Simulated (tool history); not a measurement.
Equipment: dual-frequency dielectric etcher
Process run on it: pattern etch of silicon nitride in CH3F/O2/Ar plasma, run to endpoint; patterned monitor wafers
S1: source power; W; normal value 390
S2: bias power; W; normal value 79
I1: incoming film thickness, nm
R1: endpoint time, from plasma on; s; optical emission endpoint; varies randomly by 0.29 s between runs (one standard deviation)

Run 1, hour 0.0: usual settings but S2 66 W; I1 52.7. Result: R1 78.4 s.
Run 2, hour 60.5: usual settings but S2 66 W; I1 52.8. Result: R1 79.0 s.
Run 3, hour 127.1: usual settings but S2 66 W; I1 52.7. Result: R1 79.1 s.
Run 4, hour 158.5: usual settings; I1 52.2. Result: R1 70.8 s.
Run 5, hour 192.6: usual settings; I1 52.2. Result: R1 71.1 s.
Run 6, hour 223.8: usual settings; I1 52.9. Result: R1 72.8 s.
Run 7, hour 274.9: usual settings; I1 52.9. Result: R1 73.1 s.
Run 8, hour 351.9: usual settings; I1 52.1. Result: R1 68.7 s.
Run 9, hour 367.6: usual settings but S1 420 W, S2 71 W; I1 52.4. Result: R1 71.7 s.
Run 10, hour 418.7: usual settings but S1 420 W, S2 71 W; I1 52.6. Result: R1 72.5 s.
Run 11, hour 483.3: usual settings but S1 420 W, S2 71 W; I1 53.1. Result: R1 73.5 s.
Run 12, hour 515.1: usual settings; I1 52.7. Result: R1 71.1 s.
Run 13, hour 599.3: usual settings but S1 460 W, S2 60 W; I1 52.8. Result: R1 78.7 s.
Run 14, hour 628.7: usual settings but S1 460 W, S2 90 W; I1 52.5. Result: R1 62.1 s.
Run 15, hour 654.7: usual settings; I1 52.5. Result: R1 71.5 s.
Run 16, hour 708.3: usual settings; I1 52.8. Result: R1 72.2 s.
Run 17, hour 751.4: usual settings; I1 52.5. Result: R1 69.2 s.
Run 18, hour 785.1: usual settings but S1 320 W, S2 72 W; I1 53.0. Result: R1 81.2 s.
Run 19, hour 840.3: usual settings but S1 310 W, S2 63 W; I1 53.2. Result: R1 89.8 s.
Run 20, hour 884.2: usual settings but S2 97 W; I1 52.7. Result: R1 63.4 s.
Run 21, hour 947.7: usual settings but S1 450 W, S2 96 W; I1 53.2. Result: R1 60.8 s.
Run 22, hour 985.2: usual settings but S2 87 W; I1 53.5. Result: R1 68.6 s.
Run 23, hour 1051.7: usual settings but S1 450 W, S2 92 W; I1 52.6. Result: R1 62.2 s.
Run 24, hour 1120.3: usual settings; I1 52.6. Result: R1 72.7 s.

Withheld: 5 entries from between the runs. Position of each, and hidden state at the listed run before versus the listed run after:
Run 7 -> run 8: wet clean of the chamber (hour 351.4)
  etch rate over this chamber's usual, %: -3.96 -> 0.111
  measured minus no-state result, R1: +2.9 -> -0.1 s
Run 12 -> run 13: upper electrode replaced (hour 598.8)
  etch rate over this chamber's usual, %: -1.59 -> -2.47
  measured minus no-state result, R1: +1.1 -> +2.0 s
Run 13 -> run 14: source power generator calibrated (hour 620.4)
  etch rate over this chamber's usual, %: -2.47 -> -2.78
  measured minus no-state result, R1: +2.0 -> +1.8 s
Run 16 -> run 17: bias power generator calibrated (hour 739.1); wet clean of the chamber (hour 746.0)
  etch rate over this chamber's usual, %: -3.61 -> 0.153
  measured minus no-state result, R1: +2.6 -> -0.1 s

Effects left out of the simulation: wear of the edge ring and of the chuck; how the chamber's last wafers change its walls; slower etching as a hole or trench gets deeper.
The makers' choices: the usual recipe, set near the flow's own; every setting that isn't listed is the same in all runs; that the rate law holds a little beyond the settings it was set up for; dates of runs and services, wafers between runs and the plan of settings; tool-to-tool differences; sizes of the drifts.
